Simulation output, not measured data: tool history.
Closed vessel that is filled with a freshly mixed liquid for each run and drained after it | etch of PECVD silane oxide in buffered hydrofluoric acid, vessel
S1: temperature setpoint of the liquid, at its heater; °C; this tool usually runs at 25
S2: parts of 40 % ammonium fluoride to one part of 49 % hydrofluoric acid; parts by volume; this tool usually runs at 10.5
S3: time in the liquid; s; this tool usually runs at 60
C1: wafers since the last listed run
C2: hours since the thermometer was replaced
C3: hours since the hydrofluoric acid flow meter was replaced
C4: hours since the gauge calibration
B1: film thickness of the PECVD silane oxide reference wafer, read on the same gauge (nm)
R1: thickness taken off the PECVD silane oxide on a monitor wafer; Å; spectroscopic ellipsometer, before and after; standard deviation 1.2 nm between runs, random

run 1 hour=0 | S1=25 S2=10.5 S3=60 | C1=0 C2=584.1 C3=70 C4=2944 | B1=30 | R1=2057.1
run 2 hour=99.2 | S1=25 S2=10.5 S3=60 | C1=9023 C2=683.3 C3=169.2 C4=3043.2 | B1=29.99 | R1=2040.4
run 3 hour=177.6 | S1=25 S2=10.5 S3=60 | C1=7131 C2=761.7 C3=247.6 C4=3121.6 | B1=30.01 | R1=2032.1
run 4 hour=243.1 | S1=25 S2=10.5 S3=60 | C1=5957 C2=827.2 C3=313.1 C4=3187.1 | B1=30.01 | R1=2022.5
run 5 hour=313.7 | S1=25 S2=10.5 S3=60 | C1=6421 C2=897.8 C3=383.7 C4=3257.7 | B1=29.99 | R1=2010.2
run 6 hour=401.5 | S1=25 S2=10.5 S3=60 | C1=7986 C2=985.6 C3=471.5 C4=3345.5 | B1=30.01 | R1=1997
run 7 hour=495.7 | S1=25 S2=10.5 S3=60 | C1=8568 C2=1079.8 C3=565.7 C4=3439.7 | B1=30.02 | R1=1979.9
-- hour=513.6 gauge calibrated
run 8 hour=553.9 | S1=25 S2=10.5 S3=60 | C1=5293 C2=1138 C3=623.9 C4=40.3 | B1=30 | R1=1996.5
-- hour=589.8 hydrofluoric acid flow meter replaced
run 9 hour=656.4 | S1=26.5 S2=10.5 S3=50 | C1=9232 C2=1240.5 C3=66.6 C4=142.8 | B1=29.99 | R1=1867.5
run 10 hour=707.5 | S1=29.5 S2=10.5 S3=60 | C1=4648 C2=1291.6 C3=117.7 C4=193.9 | B1=29.97 | R1=2589.4
run 11 hour=999.5 | S1=26.5 S2=10.5 S3=60 | C1=26560 C2=1583.6 C3=409.7 C4=485.9 | B1=29.99 | R1=2177.8
run 12 hour=1071.2 | S1=25 S2=10.5 S3=60 | C1=6521 C2=1655.3 C3=481.4 C4=557.6 | B1=30.02 | R1=1998.2
run 13 hour=1175.4 | S1=28.5 S2=13.5 S3=45 | C1=9478 C2=1759.5 C3=585.6 C4=661.8 | B1=29.99 | R1=1407
-- hour=1201.2 thermometer replaced
run 14 hour=1235.3 | S1=22.5 S2=7 S3=70 | C1=5357 C2=34.1 C3=645.5 C4=721.7 | B1=30 | R1=2950.7
run 15 hour=1282.5 | S1=25 S2=10.5 S3=60 | C1=4293 C2=81.3 C3=692.7 C4=768.9 | B1=30.02 | R1=1946.6
run 16 hour=1379.7 | S1=25 S2=10.5 S3=60 | C1=8841 C2=178.5 C3=789.9 C4=866.1 | B1=30.01 | R1=1956.8
-- hour=1449.8 hydrofluoric acid flow meter replaced
run 17 hour=1469 | S1=29 S2=7.5 S3=45 | C1=8031 C2=267.8 C3=19.2 C4=955.4 | B1=29.98 | R1=2596.1
run 18 hour=1521.6 | S1=25 S2=9 S3=60 | C1=4784 C2=320.4 C3=71.8 C4=1008 | B1=29.99 | R1=2276.7
run 19 hour=1619.7 | S1=27 S2=10.5 S3=60 | C1=8923 C2=418.5 C3=169.9 C4=1106.1 | B1=30 | R1=2254
run 20 hour=1702.7 | S1=25 S2=10.5 S3=30 | C1=7549 C2=501.5 C3=252.9 C4=1189.1 | B1=30.01 | R1=1008.1
run 21 hour=1750.4 | S1=25 S2=7.5 S3=90 | C1=4338 C2=549.2 C3=300.6 C4=1236.8 | B1=29.98 | R1=4147
run 22 hour=1843.8 | S1=20.5 S2=10.5 S3=50 | C1=8495 C2=642.6 C3=394 C4=1330.2 | B1=30 | R1=1308.8
run 23 hour=1926.9 | S1=25 S2=10.5 S3=60 | C1=7558 C2=725.7 C3=477.1 C4=1413.3 | B1=29.99 | R1=1993.6
run 24 hour=2010.1 | S1=25 S2=10.5 S3=60 | C1=7567 C2=808.9 C3=560.3 C4=1496.5 | B1=29.97 | R1=1989.6
run 25 hour=2097.6 | S1=22 S2=7.5 S3=45 | C1=7959 C2=896.4 C3=647.8 C4=1584 | B1=30.01 | R1=1699.1
run 26 hour=2135.1 | S1=25 S2=11.5 S3=75 | C1=3411 C2=933.9 C3=685.3 C4=1621.5 | B1=29.99 | R1=2223.2
run 27 hour=2183.2 | S1=25 S2=10.5 S3=85 | C1=4375 C2=982 C3=733.4 C4=1669.6 | B1=30.01 | R1=2746.6
-- hour=2239.1 hydrofluoric acid flow meter replaced
run 28 hour=2416.2 | S1=26.5 S2=10.5 S3=50 | C1=21102 C2=1215 C3=177.1 C4=1902.6 | B1=29.98 | R1=1832.8
run 29 hour=2460.7 | S1=25 S2=10.5 S3=60 | C1=4047 C2=1259.5 C3=221.6 C4=1947.1 | B1=30.03 | R1=2028.6
run 30 hour=2564.1 | S1=22 S2=12.5 S3=95 | C1=9405 C2=1362.9 C3=325 C4=2050.5 | B1=30.01 | R1=2279.6
run 31 hour=2649.4 | S1=26.5 S2=12.5 S3=75 | C1=7758 C2=1448.2 C3=410.3 C4=2135.8 | B1=30 | R1=2317.2
run 32 hour=2756.7 | S1=25 S2=14 S3=75 | C1=9760 C2=1555.5 C3=517.6 C4=2243.1 | B1=29.99 | R1=1880

Each row is a separate what-if for the run after 32, all from the same tool condition, not one after another. Results?
run A hour=2757.4 | S1=25 S2=10.5 S3=50 | C1=63 C2=1556.2 C3=518.3 C4=2243.8 | B1=? | R1=?
run B hour=2757.4 | S1=22 S2=10.5 S3=60 | C1=63 C2=1556.2 C3=518.3 C4=2243.8 | B1=? | R1=?
run C hour=2757.4 | S1=29.5 S2=10.5 S3=70 | C1=63 C2=1556.2 C3=518.3 C4=2243.8 | B1=? | R1=?
run D hour=2757.4 | S1=25 S2=10.5 S3=75 | C1=63 C2=1556.2 C3=518.3 C4=2243.8 | B1=? | R1=?

run=A B1=30 R1=1650.5
run=B B1=30 R1=1680.7
run=C B1=30 R1=2938.3
run=D B1=30 R1=2475.7
The same runs, with their run-to-run variation unchanged, on a tool lacking any hidden condition would have given:
run=A R1=1704
run=B R1=1735.3
run=C R1=3033.5
run=D R1=2556
